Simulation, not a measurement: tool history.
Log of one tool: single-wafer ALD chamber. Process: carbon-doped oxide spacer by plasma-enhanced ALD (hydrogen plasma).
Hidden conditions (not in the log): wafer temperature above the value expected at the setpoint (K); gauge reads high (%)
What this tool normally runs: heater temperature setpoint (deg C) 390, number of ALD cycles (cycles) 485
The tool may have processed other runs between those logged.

run    hour  heater temperature setpoint (deg C)  number of ALD cycles (cycles)  wafers since the last listed run  hours since the last thermocouple change  hours since the gauge calibration  read-back reference wafer on the same gauge, thickness_nm  mean film thickness on the monitor wafer (nm)
  1     0.0                                  390                            485                                 0                                     262.3                              423.9                                                     21.804                                         23.304
  2    80.9                                  390                            485                                47                                     343.2                              504.8                                                     21.814                                         23.410
  3   108.0                                  385                            411                                15                                     370.3                              531.9                                                     21.840                                         19.858
  4   145.6                                  385                            411                                21                                     407.9                              569.5                                                     21.826                                         19.856
  5   175.8                                  390                            485                                17                                     438.1                              599.7                                                     21.883                                         23.421
  6   233.4                                  390                            485                                33                                     495.7                              657.3                                                     21.888                                         23.473
  7   273.7                                  396                            556                                23                                     536.0                              697.6                                                     21.905                                         26.891
  8   337.9                                  390                            556                                37                                     600.2                              761.8                                                     21.925                                         26.889
  9   365.9                                  390                            556                                16                                     628.2                              789.8                                                     21.925                                         26.869
 10   394.2                                  390                            556                                16                                     656.5                              818.1                                                     21.942                                         26.833
 11   465.5                                  390                            485                                41                                     727.8                              889.4                                                     21.981                                         23.541
 12   531.8                                  390                            485                                38                                     794.1                              955.7                                                     21.966                                         23.495
 13   599.9                                  390                            485                                39                                     862.2                             1023.8                                                     21.973                                         23.590
 14   630.5                                  390                            424                                17                                     892.8                             1054.4                                                     21.979                                         20.526
 15   696.2                                  390                            424                                38                                     958.5                             1120.1                                                     21.982                                         20.651
      726.6  -- thermocouple changed; heater temperature recalibrated
 16   757.6                                  390                            485                                31                                      31.0                             1181.5                                                     22.002                                         23.551
 17   827.3                                  383                            485                                40                                     100.7                             1251.2                                                     22.021                                         23.630
 18   855.3                                  390                            485                                16                                     128.7                             1279.2                                                     22.019                                         23.493
 19   915.7                                  390                            485                                35                                     189.1                             1339.6                                                     22.049                                         23.650
 20   970.4                                  390                            485                                31                                     243.8                             1394.3                                                     22.038                                         23.514
 21  1029.7                                  390                            485                                34                                     303.1                             1453.6                                                     22.043                                         23.516
 22  1093.8                                  377                            397                                37                                     367.2                             1517.7                                                     22.049                                         19.344
 23  1137.2                                  390                            485                                25                                     410.6                             1561.1                                                     22.039                                         23.690
 24  1167.4                                  382                            525                                17                                     440.8                             1591.3                                                     22.067                                         25.524
 25  1205.8                                  386                            513                                22                                     479.2                             1629.7                                                     22.055                                         25.059
 26  1230.7                                  390                            485                                14                                     504.1                             1654.6                                                     22.067                                         23.584
 27  1285.5                                  390                            485                                31                                     558.9                             1709.4                                                     22.073                                         23.748
 28  1339.4                                  390                            485                                31                                     612.8                             1763.3                                                     22.067                                         23.721
 29  1383.9                                  390                            485                                25                                     657.3                             1807.8                                                     22.083                                         23.654
 30  1445.7                                  378                            525                                35                                     719.1                             1869.6                                                     22.066                                         25.506
     1452.3  -- gauge calibrated
 31  1501.0                                  390                            485                                32                                     774.4                               48.7                                                     21.559                                         23.167
 32  1565.7                                  380                            389                                37                                     839.1                              113.4                                                     21.639                                         18.541
 33  1598.6                                  390                            429                                19                                     872.0                              146.3                                                     21.669                                         20.602
 34  1645.5                                  384                            389                                27                                     918.9                              193.2                                                     21.687                                         18.630
 35  1706.0                                  402                            571                                35                                     979.4                              253.7                                                     21.763                                         27.081
 36  1751.6                                  385                            537                                26                                    1025.0                              299.3                                                     21.775                                         25.897
 37  1813.5                                  390                            485                                36                                    1086.9                              361.2                                                     21.814                                         23.429
     1835.5  -- thermocouple changed; heater temperature recalibrated
 38  1880.9                                  399                            520                                34                                      45.4                              428.6                                                     21.841                                         25.122
 39  1975.2                                  384                            404                                54                                     139.7                              522.9                                                     21.911                                         19.419
 40  2045.1                                  375                            437                                40                                     209.6                              592.8                                                     21.924                                         21.043

What if the next run were any one of these 3? Each begins from the tool's condition after run 40:
  A  2046.2                                  390                            548                                 0                                     210.7                              593.9                                                          ?                                              ?
  B  2046.2                                  376                            485                                 0                                     210.7                              593.9                                                          ?                                              ?
  C  2046.2                                  380                            459                                 0                                     210.7                              593.9                                                          ?                                              ?

run  read-back reference wafer on the same gauge, thickness_nm  mean film thickness on the monitor wafer (nm)
  A                                                     21.912                                         26.562
  B                                                     21.912                                         23.508
  C                                                     21.912                                         22.248
With the hidden condition removed and each run's random variation left untouched, the same runs would have given:
run  mean film thickness on the monitor wafer (nm)
  A                                         26.058
  B                                         23.063
  C                                         21.826
